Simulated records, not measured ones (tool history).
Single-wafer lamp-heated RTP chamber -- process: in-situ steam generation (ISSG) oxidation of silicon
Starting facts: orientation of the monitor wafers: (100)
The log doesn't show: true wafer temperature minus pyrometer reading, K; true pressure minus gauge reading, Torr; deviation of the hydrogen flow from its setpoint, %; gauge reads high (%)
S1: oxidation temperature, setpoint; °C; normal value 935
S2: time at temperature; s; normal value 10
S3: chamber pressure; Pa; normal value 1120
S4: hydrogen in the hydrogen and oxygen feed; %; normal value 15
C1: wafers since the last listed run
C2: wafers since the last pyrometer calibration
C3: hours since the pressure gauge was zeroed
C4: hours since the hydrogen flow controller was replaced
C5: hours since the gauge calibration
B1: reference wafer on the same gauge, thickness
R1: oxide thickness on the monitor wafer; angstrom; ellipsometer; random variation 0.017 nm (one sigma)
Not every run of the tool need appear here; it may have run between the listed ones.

| run | day | S1 | S2 | S3 | S4 | C1 | C2 | C3 | C4 | C5 | B1 | R1 |
|---|---|---|---|---|---|---|---|---|---|---|---|---|
| 1 | 0.000 | 935 | 12 | 1120 | 15 | 0 | 791 | 4189.4 | 4229.4 | 30.9 | 2.737 | 33.24 |
|  | 1.017 | hydrogen flow controller replaced |
| 2 | 1.200 | 935 | 12 | 1120 | 15 | 112 | 903 | 4218.2 | 4.4 | 59.7 | 2.738 | 33.32 |
| 3 | 2.346 | 935 | 12 | 1120 | 15 | 148 | 1052 | 4245.7 | 31.9 | 87.2 | 2.733 | 33.05 |
| 4 | 3.704 | 935 | 10 | 1120 | 15 | 175 | 1227 | 4278.3 | 64.5 | 119.8 | 2.734 | 30.95 |
| 5 | 4.358 | 935 | 10 | 1120 | 15 | 84 | 1312 | 4294.0 | 80.2 | 135.5 | 2.730 | 31.04 |
| 6 | 5.188 | 935 | 10 | 1253 | 15 | 107 | 1419 | 4313.9 | 100.1 | 155.4 | 2.726 | 30.78 |
| 7 | 6.929 | 935 | 10 | 1120 | 21 | 225 | 1645 | 4355.7 | 141.9 | 197.2 | 2.723 | 33.45 |
| 8 | 8.225 | 950 | 10 | 1280 | 11 | 167 | 1813 | 4386.8 | 173.0 | 228.3 | 2.726 | 29.63 |
| 9 | 9.321 | 935 | 9 | 1120 | 22 | 141 | 1954 | 4413.1 | 199.3 | 254.6 | 2.722 | 32.81 |
| 10 | 10.012 | 921 | 10 | 1120 | 15 | 89 | 2044 | 4429.7 | 215.9 | 271.2 | 2.727 | 29.96 |
| 11 | 10.704 | 935 | 11 | 1293 | 19 | 89 | 2133 | 4446.3 | 232.5 | 287.8 | 2.711 | 32.98 |
| 12 | 11.254 | 935 | 10 | 1120 | 24 | 71 | 2205 | 4459.5 | 245.7 | 301.0 | 2.721 | 34.57 |
|  | 12.129 | pyrometer window cleaned and pyrometer calibrated |
| 13 | 12.150 | 929 | 10 | 1120 | 15 | 72 | 2 | 4481.0 | 267.2 | 322.5 | 2.713 | 30.31 |
| 14 | 12.371 | 918 | 13 | 1120 | 11 | 28 | 31 | 4486.3 | 272.5 | 327.8 | 2.713 | 30.84 |
| 15 | 13.158 | 935 | 7 | 1120 | 15 | 101 | 133 | 4505.2 | 291.4 | 346.7 | 2.710 | 27.14 |
| 16 | 14.304 | 925 | 10 | 1000 | 20 | 148 | 281 | 4532.7 | 318.9 | 374.2 | 2.708 | 32.36 |
|  | 15.250 | pressure gauge zeroed |
| 17 | 15.321 | 935 | 6 | 973 | 15 | 88 | 370 | 1.7 | 343.3 | 398.6 | 2.708 | 25.47 |
| 18 | 16.658 | 946 | 10 | 1120 | 15 | 173 | 543 | 33.8 | 375.4 | 430.7 | 2.709 | 31.37 |
| 19 | 17.454 | 935 | 8 | 1120 | 15 | 103 | 646 | 52.9 | 394.5 | 449.8 | 2.701 | 28.43 |
| 20 | 18.146 | 935 | 10 | 1120 | 15 | 89 | 735 | 69.5 | 411.1 | 466.4 | 2.695 | 30.95 |
| 21 | 18.879 | 935 | 10 | 1120 | 15 | 94 | 830 | 87.1 | 428.7 | 484.0 | 2.696 | 30.41 |
| 22 | 19.708 | 935 | 10 | 1120 | 15 | 107 | 937 | 107.0 | 448.6 | 503.9 | 2.696 | 30.43 |
| 23 | 21.162 | 923 | 8 | 1120 | 15 | 188 | 1126 | 141.9 | 483.5 | 538.8 | 2.692 | 27.79 |
| 24 | 22.033 | 935 | 10 | 1227 | 18 | 112 | 1238 | 162.8 | 504.4 | 559.7 | 2.688 | 31.69 |
| 25 | 23.454 | 922 | 13 | 1120 | 24 | 183 | 1422 | 196.9 | 538.5 | 593.8 | 2.691 | 36.76 |
| 26 | 24.633 | 935 | 10 | 1120 | 12 | 152 | 1575 | 225.2 | 566.8 | 622.1 | 2.688 | 28.89 |

Estimate the outcome of run 27 from the log above:
| 27 | 26.988 | 935 | 10 | 1293 | 15 | 304 | 1880 | 281.7 | 623.3 | 678.6 | ? | ? |

Run 27 measured B1 2.684, R1 30.07 angstrom.
Minus the tool's unlogged condition, the same run would have read R1 30.71 angstrom.

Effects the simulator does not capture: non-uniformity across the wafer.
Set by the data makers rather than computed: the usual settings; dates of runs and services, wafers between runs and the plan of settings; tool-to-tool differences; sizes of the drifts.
